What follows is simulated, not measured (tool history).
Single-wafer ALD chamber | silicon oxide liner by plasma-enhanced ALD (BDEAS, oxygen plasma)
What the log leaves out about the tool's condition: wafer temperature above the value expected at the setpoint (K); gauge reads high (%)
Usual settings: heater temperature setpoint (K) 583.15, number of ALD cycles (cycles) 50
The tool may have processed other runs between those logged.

run   hour  heater temperature setpoint (K)  number of ALD cycles (cycles)  wafers since the last listed run  hours since the last thermocouple change  hours since the gauge calibration  read-back reference wafer on the same gauge, thickness_nm  mean film thickness on the monitor wafer (nm)
  1      0                           587.15                             50                                 0                                    1293.3                              124.4                                                      4.218                                           4.87
  2      8                           587.15                             50                                45                                    1301.3                              132.4                                                      4.223                                          4.874
  3   17.6                           583.15                             50                                54                                    1310.9                                142                                                       4.22                                          4.876
  4   30.5                           590.15                             50                                73                                    1323.8                              154.9                                                       4.22                                          4.859
  5     48                           590.15                             50                                99                                    1341.3                              172.4                                                       4.22                                          4.887
  6     60                           590.15                             50                                68                                    1353.3                              184.4                                                      4.223                                           4.85
  7   97.5                           583.15                             50                               214                                    1390.8                              221.9                                                      4.217                                          4.907
  8  111.8                           583.15                             50                                81                                    1405.1                              236.2                                                      4.217                                          4.891
     121.8  -- gauge calibrated
  9  124.8                           583.15                             50                                74                                    1418.1                                  3                                                      4.222                                          4.927
 10  138.3                           583.15                             50                                77                                    1431.6                               16.5                                                      4.221                                          4.897
 11  149.1                           583.15                             50                                61                                    1442.4                               27.3                                                      4.221                                          4.902
 12  157.3                           583.15                             50                                46                                    1450.6                               35.5                                                      4.219                                          4.898
     172.9  -- thermocouple changed; heater temperature recalibrated
 13  173.4                           583.15                             50                                46                                       0.5                               51.6                                                      4.224                                          4.924
 14    178                           583.15                             50                                26                                       5.1                               56.2                                                      4.221                                          4.914
 15  189.7                           583.15                             50                                66                                      16.8                               67.9                                                       4.22                                          4.892
 16  206.3                           583.15                             50                                94                                      33.4                               84.5                                                       4.22                                          4.876
 17  217.9                           583.15                             50                                66                                        45                               96.1                                                      4.222                                          4.912
 18  224.8                           573.15                             50                                39                                      51.9                                103                                                      4.216                                          4.942
 19  242.5                           578.15                             57                               101                                      69.6                              120.7                                                      4.223                                           5.63

What will run 20 give?
 20  257.3                           573.15                             56                                84                                      84.4                              135.5                                                          ?                                              ?

read-back reference wafer on the same gauge, thickness_nm: 4.221
mean film thickness on the monitor wafer (nm): 5.577
Minus the tool's unlogged condition, the same run would have read mean film thickness on the monitor wafer (nm) 5.577.
